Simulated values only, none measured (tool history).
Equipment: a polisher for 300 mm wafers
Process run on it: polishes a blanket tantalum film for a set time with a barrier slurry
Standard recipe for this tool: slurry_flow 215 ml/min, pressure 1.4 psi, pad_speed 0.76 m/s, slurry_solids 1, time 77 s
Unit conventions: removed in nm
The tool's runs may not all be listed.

run,hour,slurry_flow,pressure,pad_speed,slurry_solids,time,"incoming thickness of the incoming film, nm",removed
1,0,200,1.4,0.76,1,77,361.5,64.1
# hour 15.9: worn pad replaced by a new one
2,81.4,215,1.4,0.76,1,77,361.2,68.4
3,100.5,215,1.4,0.76,1,77,359.3,69
4,116.4,215,1.4,0.76,1,77,356.9,67.3
# hour 150.4: worn pad replaced by a new one
5,175.6,215,1.4,0.76,1,77,354.9,68.1
6,205.9,215,1.4,0.76,1,77,363.1,69.2
7,229.6,215,1.4,0.76,1,77,361,67.7
8,244.9,215,1.4,0.76,1,77,357.9,67.9
# hour 262.1: worn pad replaced by a new one
9,272.6,215,1.4,0.76,1,77,354.9,69.9
10,292.3,195,1.4,0.76,1,77,366.9,70.3
11,305.5,195,1.4,0.76,1,77,360.4,68.3
12,326.2,195,1.4,0.76,1,77,364.5,68.8
# hour 334: slurry nozzle cleaned
13,344,255,1.4,0.76,1.25,77,357.5,73
14,369.7,250,1.4,0.9,1,77,356.9,79.5
# hour 394.7: worn pad replaced by a new one
15,395.2,180,1,1.02,0.85,77,362.9,64.7
# hour 416.6: head pressure recalibrated
16,417.8,215,1.4,0.76,1,77,360,69.8
17,433.9,215,1.4,0.86,1,77,366.3,79.1
# hour 450.2: slurry blender recalibrated
18,461.9,245,1.4,0.62,1.2,102,365.5,78.5
19,496.8,185,1.1,0.76,0.9,60,362.7,39.5
# hour 501: worn pad replaced by a new one
20,520.5,215,1.4,0.56,1,77,353.6,52.5
21,544.7,195,1.4,0.76,1,77,360.5,69.3
22,558,215,1.1,0.52,1.2,98,355.5,49.3
23,587.4,215,1.4,0.76,1,77,360.9,68.7
24,599.8,160,1.6,0.76,1,77,362.5,74.1

Here are 3 independent what-if runs from the current tool condition. What would each one return?
A,600.2,215,1.5,0.76,1,77,363.7,?
B,600.2,275,1.4,0.76,0.9,88,363.7,?
C,600.2,215,1.4,0.76,1,69,363.7,?

run,removed
A,72.3
B,76.7
C,60.4
With the hidden condition removed and each run's random variation left untouched, the same runs would have given:
run,removed
A,76.3
B,80.9
C,63.8
